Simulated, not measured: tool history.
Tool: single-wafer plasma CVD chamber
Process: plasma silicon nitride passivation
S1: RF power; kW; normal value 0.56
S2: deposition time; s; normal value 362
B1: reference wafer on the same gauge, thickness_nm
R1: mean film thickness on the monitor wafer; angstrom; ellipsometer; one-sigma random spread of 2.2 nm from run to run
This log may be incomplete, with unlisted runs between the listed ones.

run,hour,S1,S2,B1,R1
1,0,0.56,362,484.048,5305.31
2,22.7,0.56,362,484.316,5287.64
3,40.6,0.64,304,483.742,4633.94
4,59.9,0.64,304,484.2,4640.26
5,83.3,0.56,362,484.139,5258.31
6,117.5,0.56,362,483.652,5302.48
7,152.4,0.56,362,484.176,5269.52
8,184.7,0.625,412,484.008,6235.34
9,203.3,0.625,412,483.911,6228.11
10,216.4,0.625,412,483.942,6208.47
11,229.7,0.59,362,484.194,5364.87
12,263.6,0.59,362,483.919,5364.27
13,294.2,0.59,362,483.991,5380.4
# hour 315.3: showerhead replaced
14,328.5,0.56,362,484.093,5303.6
15,363,0.655,434,483.889,6600.2
16,398.3,0.56,362,483.942,5337.08
17,414.6,0.645,429,483.537,6490.07
# hour 426.3: gauge calibrated
# hour 437.2: RF generator calibrated
18,437.7,0.6,414,484.229,6142.18
19,465.5,0.665,308,483.295,4769.01
20,477.5,0.56,362,484.126,5313.57
21,506.4,0.64,362,483.88,5508.12
22,529.4,0.655,392,484.382,5934.7
23,561.3,0.56,362,483.247,5324.62
24,588.7,0.645,429,483.774,6538.95
25,621.9,0.46,401,484.082,5588.24
26,645.3,0.56,389,483.704,5718.26
27,667.5,0.635,317,484.07,4791.34
28,698.8,0.51,409,483.469,5864.05

State the hidden condition of the tool at each of the runs:
delivered RF power above the setpoint (%): 0 on each run
gauge reads high (%): 0 on each run
